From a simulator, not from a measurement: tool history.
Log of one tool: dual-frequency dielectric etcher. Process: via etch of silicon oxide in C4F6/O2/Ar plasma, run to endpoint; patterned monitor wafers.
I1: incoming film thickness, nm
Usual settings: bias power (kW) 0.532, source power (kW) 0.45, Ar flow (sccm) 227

{"run": 1, "hour": 0.0, "bias power (kW)": 0.532, "source power (kW)": 0.45, "Ar flow (sccm)": 227, "I1": 90.9, "endpoint time (s)": 18.1}
{"run": 2, "hour": 44.0, "bias power (kW)": 0.532, "source power (kW)": 0.45, "Ar flow (sccm)": 227, "I1": 90.6, "endpoint time (s)": 18.3}
{"run": 3, "hour": 73.2, "bias power (kW)": 0.629, "source power (kW)": 0.45, "Ar flow (sccm)": 227, "I1": 91.3, "endpoint time (s)": 17}
{"run": 4, "hour": 111.2, "bias power (kW)": 0.629, "source power (kW)": 0.45, "Ar flow (sccm)": 227, "I1": 90.2, "endpoint time (s)": 16.9}
{"run": 5, "hour": 180.6, "bias power (kW)": 0.532, "source power (kW)": 0.39, "Ar flow (sccm)": 245, "I1": 91.6, "endpoint time (s)": 19.8}
{"hour": 348.1, "done": "Ar flow controller replaced"}
{"run": 6, "hour": 369.1, "bias power (kW)": 0.532, "source power (kW)": 0.45, "Ar flow (sccm)": 227, "I1": 91.3, "endpoint time (s)": 18.8}
{"run": 7, "hour": 397.3, "bias power (kW)": 0.532, "source power (kW)": 0.45, "Ar flow (sccm)": 227, "I1": 91.1, "endpoint time (s)": 18.7}
{"hour": 421.5, "done": "wet clean of the chamber"}
{"run": 8, "hour": 450.6, "bias power (kW)": 0.532, "source power (kW)": 0.5, "Ar flow (sccm)": 255, "I1": 90, "endpoint time (s)": 17.3}
{"run": 9, "hour": 517.8, "bias power (kW)": 0.532, "source power (kW)": 0.5, "Ar flow (sccm)": 255, "I1": 91.3, "endpoint time (s)": 17.8}
{"run": 10, "hour": 550.6, "bias power (kW)": 0.532, "source power (kW)": 0.5, "Ar flow (sccm)": 255, "I1": 90.4, "endpoint time (s)": 17.7}
{"run": 11, "hour": 581.3, "bias power (kW)": 0.532, "source power (kW)": 0.45, "Ar flow (sccm)": 227, "I1": 90.6, "endpoint time (s)": 18.4}
{"run": 12, "hour": 630.0, "bias power (kW)": 0.532, "source power (kW)": 0.45, "Ar flow (sccm)": 227, "I1": 90.2, "endpoint time (s)": 18.4}
{"run": 13, "hour": 661.0, "bias power (kW)": 0.644, "source power (kW)": 0.45, "Ar flow (sccm)": 243, "I1": 90.4, "endpoint time (s)": 16.9}
{"run": 14, "hour": 702.7, "bias power (kW)": 0.532, "source power (kW)": 0.54, "Ar flow (sccm)": 276, "I1": 90.3, "endpoint time (s)": 17.5}
{"hour": 720.9, "done": "source power generator calibrated"}
{"run": 15, "hour": 774.0, "bias power (kW)": 0.62, "source power (kW)": 0.55, "Ar flow (sccm)": 276, "I1": 90.2, "endpoint time (s)": 15.6}
{"run": 16, "hour": 834.7, "bias power (kW)": 0.631, "source power (kW)": 0.41, "Ar flow (sccm)": 227, "I1": 90.2, "endpoint time (s)": 17.3}
{"run": 17, "hour": 886.7, "bias power (kW)": 0.574, "source power (kW)": 0.52, "Ar flow (sccm)": 194, "I1": 90.4, "endpoint time (s)": 16.3}
{"hour": 988.6, "done": "wet clean of the chamber"}
{"run": 18, "hour": 1007.5, "bias power (kW)": 0.532, "source power (kW)": 0.45, "Ar flow (sccm)": 227, "I1": 90.6, "endpoint time (s)": 17.9}
{"hour": 1107.5, "done": "bias power generator calibrated"}
{"run": 19, "hour": 1144.9, "bias power (kW)": 0.623, "source power (kW)": 0.51, "Ar flow (sccm)": 180, "I1": 91.1, "endpoint time (s)": 15.8}
{"hour": 1230.8, "done": "upper electrode replaced"}
{"run": 20, "hour": 1231.3, "bias power (kW)": 0.443, "source power (kW)": 0.51, "Ar flow (sccm)": 202, "I1": 91.1, "endpoint time (s)": 19}
{"run": 21, "hour": 1263.5, "bias power (kW)": 0.532, "source power (kW)": 0.45, "Ar flow (sccm)": 227, "I1": 90.2, "endpoint time (s)": 18.2}
{"run": 22, "hour": 1296.9, "bias power (kW)": 0.532, "source power (kW)": 0.45, "Ar flow (sccm)": 268, "I1": 90.2, "endpoint time (s)": 18.6}
{"run": 23, "hour": 1353.5, "bias power (kW)": 0.532, "source power (kW)": 0.45, "Ar flow (sccm)": 268, "I1": 90.2, "endpoint time (s)": 18.8}
{"run": 24, "hour": 1383.3, "bias power (kW)": 0.584, "source power (kW)": 0.41, "Ar flow (sccm)": 278, "I1": 90.9, "endpoint time (s)": 18.8}
{"run": 25, "hour": 1438.0, "bias power (kW)": 0.415, "source power (kW)": 0.45, "Ar flow (sccm)": 200, "I1": 91.9, "endpoint time (s)": 21.2}
{"run": 26, "hour": 1485.5, "bias power (kW)": 0.532, "source power (kW)": 0.5, "Ar flow (sccm)": 255, "I1": 90.9, "endpoint time (s)": 18.1}
{"run": 27, "hour": 1519.7, "bias power (kW)": 0.532, "source power (kW)": 0.35, "Ar flow (sccm)": 227, "I1": 91.2, "endpoint time (s)": 21}
{"hour": 1570.7, "done": "wet clean of the chamber"}
{"run": 28, "hour": 1579.9, "bias power (kW)": 0.639, "source power (kW)": 0.38, "Ar flow (sccm)": 271, "I1": 89.9, "endpoint time (s)": 17.7}

The next listed run, before its measurement:
{"run": 29, "hour": 1608.6, "bias power (kW)": 0.532, "source power (kW)": 0.5, "Ar flow (sccm)": 184, "I1": 90, "endpoint time (s)": "?"}

{"run 29": {"endpoint time (s)": 16.6}}
Without the tool's hidden state the same run would have given endpoint time (s) 16.5.

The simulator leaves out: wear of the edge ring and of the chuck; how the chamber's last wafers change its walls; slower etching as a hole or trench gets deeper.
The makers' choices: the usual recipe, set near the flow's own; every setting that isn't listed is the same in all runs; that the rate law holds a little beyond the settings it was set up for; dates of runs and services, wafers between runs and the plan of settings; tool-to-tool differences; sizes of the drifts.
